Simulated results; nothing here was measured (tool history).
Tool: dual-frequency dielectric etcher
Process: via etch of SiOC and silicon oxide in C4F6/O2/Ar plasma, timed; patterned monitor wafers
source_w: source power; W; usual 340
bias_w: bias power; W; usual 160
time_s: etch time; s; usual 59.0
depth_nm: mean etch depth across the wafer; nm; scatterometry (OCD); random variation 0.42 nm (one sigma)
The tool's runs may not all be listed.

run	hour	source_w	bias_w	time_s	read-back reference wafer on the same gauge, depth_nm	depth_nm
1	0.0	340	160	73.0	65.2	82.3
2	51.2	340	160	73.0	65.1	83.4
3	115.3	340	160	73.0	65.0	81.9
4	164.5	320	160	59.0	65.0	65.4
5	202.8	320	160	59.0	64.9	65.6
# hour 288.6: wet clean of the chamber
6	289.1	320	160	59.0	64.7	65.2
7	321.8	340	160	59.0	64.7	66.0
8	367.7	340	160	59.0	64.6	67.1
9	401.5	340	160	59.0	64.5	66.6
10	438.4	340	160	59.0	64.5	65.9
11	475.6	340	160	59.0	64.4	66.1
# hour 533.7: upper electrode replaced
12	538.5	340	160	59.0	64.4	65.3
13	607.4	390	182	59.0	64.2	71.6
# hour 741.4: wet clean of the chamber
14	769.4	300	160	59.0	64.1	62.8
15	963.9	340	160	59.0	63.7	65.1
16	1014.0	340	160	59.0	63.7	65.3
17	1048.2	370	125	59.0	63.5	62.5
18	1102.6	390	160	59.0	63.5	68.1
# hour 1107.3: gauge calibrated
# hour 1142.8: source power generator calibrated
# hour 1177.1: wet clean of the chamber
19	1177.6	260	194	70.0	65.4	77.0
# hour 1212.3: bias power generator calibrated
20	1213.6	340	185	44.5	65.4	53.1
21	1271.0	310	147	72.5	65.2	77.8
22	1332.7	270	179	42.5	65.2	45.8
23	1385.0	280	140	45.0	65.0	45.2
24	1443.2	270	140	59.0	65.0	58.8
25	1471.7	300	147	59.0	65.0	61.4
26	1538.7	340	160	59.0	64.8	65.5
# hour 1613.5: wet clean of the chamber
27	1614.0	340	160	59.0	64.8	66.1
28	1658.3	310	160	64.0	64.6	69.4
29	1713.4	340	160	45.5	64.6	50.9
30	1742.2	340	160	59.0	64.6	65.6

Some steps in depth_nm between neighbouring runs. How much of each would the tool show without its hidden state too (settings, what came in, random variation), and how much is left for the hidden state, with any gauge scatter that isn't in both results?
The hidden state here: etch rate over this chamber's usual, %; source power that arrives over what is set, %; bias power that arrives over what is set, %; gauge reads high (%).
Run 14 -> 15: source_w 300 -> 340. depth_nm +2.3 nm: hidden state -0.4, all else +2.7.
Run 17 -> 18: source_w 370 -> 390, bias_w 125 -> 160. depth_nm +5.6 nm: hidden state -0.3, all else +5.9.
Run 18 -> 19: source_w 390 -> 260, bias_w 160 -> 194, time_s 59.0 -> 70.0, gauge calibrated, source power generator calibrated, wet clean of the chamber. depth_nm +8.9 nm: hidden state +2.1, all else +6.8.
Run 19 -> 20: source_w 260 -> 340, bias_w 194 -> 185, time_s 70.0 -> 44.5, bias power generator calibrated. depth_nm -23.9 nm: hidden state +0.0, all else -23.9.
Run 20 -> 21: source_w 340 -> 310, bias_w 185 -> 147, time_s 44.5 -> 72.5. depth_nm +24.7 nm: hidden state -0.2, all else +24.9.
Run 21 -> 22: source_w 310 -> 270, bias_w 147 -> 179, time_s 72.5 -> 42.5. depth_nm -32.0 nm: hidden state +0.1, all else -32.1.
